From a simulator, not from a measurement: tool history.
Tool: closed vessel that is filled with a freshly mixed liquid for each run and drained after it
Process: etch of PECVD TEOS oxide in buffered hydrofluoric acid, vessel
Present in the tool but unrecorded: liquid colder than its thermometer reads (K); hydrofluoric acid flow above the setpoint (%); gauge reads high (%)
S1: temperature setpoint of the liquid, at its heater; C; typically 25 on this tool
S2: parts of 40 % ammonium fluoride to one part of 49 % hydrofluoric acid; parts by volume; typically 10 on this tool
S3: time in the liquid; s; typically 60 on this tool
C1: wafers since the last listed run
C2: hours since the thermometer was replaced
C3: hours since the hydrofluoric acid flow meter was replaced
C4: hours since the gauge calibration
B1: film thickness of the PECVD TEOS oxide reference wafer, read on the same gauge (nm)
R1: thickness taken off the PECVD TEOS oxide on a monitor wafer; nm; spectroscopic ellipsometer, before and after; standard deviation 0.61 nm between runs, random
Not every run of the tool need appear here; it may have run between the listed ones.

run   hour    S1    S2  S3    C1      C2     C3     C4     B1      R1
  1      0    25    10  60     0    1610  385.1   31.2  89.98  196.65
  2    7.8    25    11  60   663  1617.8  392.9     39  89.99  178.59
  3   22.9  28.5    10  60  1285  1632.9    408   54.1  89.99   238.4
  4   38.1  28.5    10  60  1293  1648.1  423.2   69.3     90  236.62
  5   47.9  28.5    10  60   834  1657.9    433   79.1  90.01  237.12
  6   57.3    25    10  60   800  1667.3  442.4   88.5  90.01  197.16
  7   64.4    25    10  60   604  1674.4  449.5   95.6     90  196.71
  8   78.1    25    10  60  1166  1688.1  463.2  109.3  89.99  196.55
  9     94    25     9  60  1353    1704  479.1  125.2     90  209.26
 10  111.8    25     9  60  1515  1721.8  496.9    143  90.03  208.68
 11    119    25     9  60   612    1729  504.1  150.2     90  209.47
 12  133.4  21.5    10  75  1225  1743.4  518.5  164.6     90   202.6
 13  142.2  21.5    10  75   749  1752.2  527.3  173.4  89.98  202.89
 14  181.5  21.5    10  75  3345  1791.5  566.6  212.7  90.02  203.69
 15  189.1    22    10  60   646  1799.1  574.2  220.3  90.01  167.12
 16  201.5    25    10  60  1055  1811.5  586.6  232.7  89.99  196.43
     223.2  -- thermometer replaced
 17  235.3    27    10  35  2791    12.1  620.4  266.5  89.99  127.64
     253.3  -- gauge calibrated
     269.6  -- hydrofluoric acid flow meter replaced
 18  282.6    25    10  60  3940    59.4     13   29.3  90.01  196.09
 19  298.7    25  13.5  60  1370    75.5   29.1   45.4  90.01  146.13
 20    312    27    10  60  1132    88.8   42.4   58.7  89.99  218.71
 21  326.2    25    10  60  1208     103   56.6   72.9  90.01  197.33
 22  341.5  27.5   8.5  85  1302   118.3   71.9   88.2  90.01  360.93
 23  354.5  23.5    14  30  1106   131.3   84.9  101.2  90.01   64.94
 24    370    21    10  60  1319   146.8  100.4  116.7     90  156.86
 25  382.9  26.5  11.5  30  1097   159.7  113.3  129.6     90   93.13
 26  394.2    25    10  50   961     171  124.6  140.9  90.02  163.16
 27  402.6    21     7  35   714   179.4    133  149.3     90  129.24
 28  410.6    20    10  30   680   187.4    141  157.3  90.02   74.67
 29  427.8    25    10  80  1463   204.6  158.2  174.5     90   261.9
 30  435.6    23    13  95   663   212.4    166  182.3  90.02  216.78
 31  451.9    27    14  45  1387   228.7  182.3  198.6  90.01  118.83
 32    466    25    10  60  1200   242.8  196.4  212.7  90.01  197.02
 33  475.3    25    10  60   791   252.1  205.7    222     90  196.53
 34  487.4  20.5  12.5  30  1029   264.2  217.8  234.1     90   62.01

What the log doesn't show, run by run:
liquid colder than its thermometer reads (K): 0 across all the runs
hydrofluoric acid flow above the setpoint (%): 0 across all the runs
gauge reads high (%): 0 across all the runs
